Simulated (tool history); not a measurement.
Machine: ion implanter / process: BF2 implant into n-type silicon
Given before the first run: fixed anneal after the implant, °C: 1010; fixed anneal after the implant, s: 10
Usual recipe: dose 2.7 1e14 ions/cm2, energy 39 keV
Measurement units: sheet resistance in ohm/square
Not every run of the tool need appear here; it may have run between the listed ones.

run,hour,dose,energy,wafers since the last listed run,hours since the last dose calibration,hours since the extraction supply was calibrated,hours since the gauge calibration,"read-back reference wafer on the same gauge, sheet resistance",sheet resistance
1,0,3.22,39,0,580.1,499.4,3482.9,402.98,366.29
2,98.6,2.7,39,1704,678.7,598,3581.5,402.94,426.45
3,199.9,2.7,39,1750,780,699.3,3682.8,403.07,424.83
4,277.3,2.7,39,1337,857.4,776.7,3760.2,403.35,424.62
5,330.5,2.7,39,919,910.6,829.9,3813.4,402.9,424.84
6,393.7,2.7,39,1092,973.8,893.1,3876.6,402.99,426.17
7,436.9,2.7,49.5,746,1017,936.3,3919.8,403.32,416.94
8,496.2,2.7,49.5,1024,1076.3,995.6,3979.1,402.91,415.31
9,603.8,2.7,49.5,1859,1183.9,1103.2,4086.7,403.13,415.03
10,661,2.97,39,988,1241.1,1160.4,4143.9,403.25,391.05
11,697.5,2.43,39,630,1277.6,1196.9,4180.4,402.81,465.26
12,789.8,2.7,39,1595,1369.9,1289.2,4272.7,402.95,425.87
13,840.7,3.12,34,879,1420.8,1340.1,4323.6,402.92,380.48
14,907.9,2.16,51,1161,1488,1407.3,4390.8,403.1,496.48
15,972.7,3.31,46,1120,1552.8,1472.1,4455.6,403.07,351.84
16,1057.2,2.7,43.5,1460,1637.3,1556.6,4540.1,402.7,422.19
17,1129.9,2.7,39,1256,1710,1629.3,4612.8,402.73,424.72
18,1232,2.11,50,1764,1812.1,1731.4,4714.9,402.89,506.49
19,1287.3,2.08,35,955,1867.4,1786.7,4770.2,403.13,533.22
20,1378.4,2.98,31.5,1574,1958.5,1877.8,4861.3,403.18,396.61
21,1417.5,3.21,39,675,1997.6,1916.9,4900.4,403.07,366
22,1459.6,3.49,47.5,727,2039.7,1959,4942.5,403.04,334.47
# hour 1584: extraction supply calibrated
23,1697.4,2.7,39,3971,2277.5,113.4,5180.3,402.69,426.17
# hour 1737.1: gauge calibrated
24,1751.8,2.7,52,940,2331.9,167.8,14.7,402.96,411.87
25,1845.3,2.98,31.5,1616,2425.4,261.3,108.2,403.15,398.67
26,1921,2.49,35,1308,2501.1,337,183.9,403.28,461.09
27,1995,2.05,31.5,1279,2575.1,411,257.9,403.2,545.02
# hour 2031.3: Faraday cup replaced and dose calibrated
28,2097.9,3.09,39,1640,66.6,513.9,360.8,403.1,378.97
29,2202.3,2.7,39,1804,171,618.3,465.2,402.99,425.46
30,2274.4,2.34,26.5,1246,243.1,690.4,537.3,402.98,494.14
31,2326.8,2.33,43,905,295.5,742.8,589.7,403.09,476
32,2419.4,3.47,30,1600,388.1,835.4,682.3,403.33,351.11
33,2473.7,1.95,49,938,442.4,889.7,736.6,402.95,541.83
34,2527.1,3.21,39,922,495.8,943.1,790,402.82,366.01
35,2627.3,2.47,43.5,1731,596,1043.3,890.2,402.84,453.88
36,2675.2,2.7,39,827,643.9,1091.2,938.1,402.83,425.55
37,2889.9,3.3,44.5,3710,858.6,1305.9,1152.8,402.8,353.52

Run-by-run hidden state of the tool:
deviation of the true dose from the Faraday cup's reading, %: 0, the same for each run
deviation of the true energy from its setpoint, %: 0, the same for each run
gauge reads high (%): 0, the same for each run
